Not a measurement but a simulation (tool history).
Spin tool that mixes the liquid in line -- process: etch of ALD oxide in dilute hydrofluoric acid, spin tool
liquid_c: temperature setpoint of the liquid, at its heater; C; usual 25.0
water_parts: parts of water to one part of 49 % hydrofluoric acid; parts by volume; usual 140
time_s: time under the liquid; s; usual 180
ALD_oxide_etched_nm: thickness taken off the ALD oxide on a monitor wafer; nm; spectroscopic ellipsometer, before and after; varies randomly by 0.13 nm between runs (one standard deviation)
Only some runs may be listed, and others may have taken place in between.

run	hour	liquid_c	water_parts	time_s	read-back film thickness of the ALD oxide reference wafer, read on the same gauge (nm)	ALD_oxide_etched_nm
1	0.0	25.0	140	115	69.98	14.53
2	74.0	25.0	140	115	70.03	14.47
3	172.8	25.0	140	180	70.04	22.84
4	276.3	25.0	85	180	70.01	40.36
5	350.0	25.0	85	180	70.03	40.63
6	402.1	25.0	85	180	70.00	40.58
7	450.8	25.0	140	180	69.95	23.09
# hour 695.5: thermometer replaced
8	721.6	25.0	140	180	70.03	22.47
9	787.2	25.0	140	180	69.97	22.29
10	823.5	25.0	140	180	70.02	22.40
11	901.0	29.0	140	180	70.00	25.96
12	962.2	29.0	140	180	70.00	26.26
13	1048.6	25.0	140	180	69.97	22.66
14	1117.6	22.0	175	260	69.97	22.80
15	1215.8	23.5	190	180	69.98	14.95
# hour 1311.2: gauge calibrated
# hour 1312.0: hydrofluoric acid flow meter replaced
16	1316.1	25.0	140	180	69.96	22.95
17	1387.2	23.5	200	90	70.04	7.10
18	1430.6	29.0	205	230	70.03	21.32
19	1502.0	22.5	85	255	69.99	52.72
20	1580.2	25.0	140	180	69.98	23.22
21	1651.0	22.0	140	180	69.95	20.57
22	1717.8	21.5	140	225	69.98	25.18
23	1757.7	22.5	140	180	69.99	21.23
# hour 1798.0: thermometer replaced
24	1853.0	25.0	200	180	69.98	14.81
25	1913.1	27.0	195	130	70.00	11.69
26	1951.7	25.0	175	180	70.01	17.30
27	1988.0	25.0	140	180	69.98	22.58

Selected run-to-run steps in ALD_oxide_etched_nm, each split into two signed amounts: the part the tool would show with no hidden state at all (from settings, incoming material and random variation), and the remainder, which goes to the hidden state together with any gauge scatter not common to the measured and the hidden-state-free results:
Unlogged tool condition in this case: liquid hotter than its thermometer reads (K); hydrofluoric acid flow below the setpoint (%); gauge reads high (%).
Run 18 -> 19: liquid_c 29.0 -> 22.5, water_parts 205 -> 85, time_s 230 -> 255. ALD_oxide_etched_nm +31.40 nm: hidden state +1.29, all else +30.11.
Run 19 -> 20: liquid_c 22.5 -> 25.0, water_parts 85 -> 140, time_s 255 -> 180. ALD_oxide_etched_nm -29.50 nm: hidden state -1.06, all else -28.44.
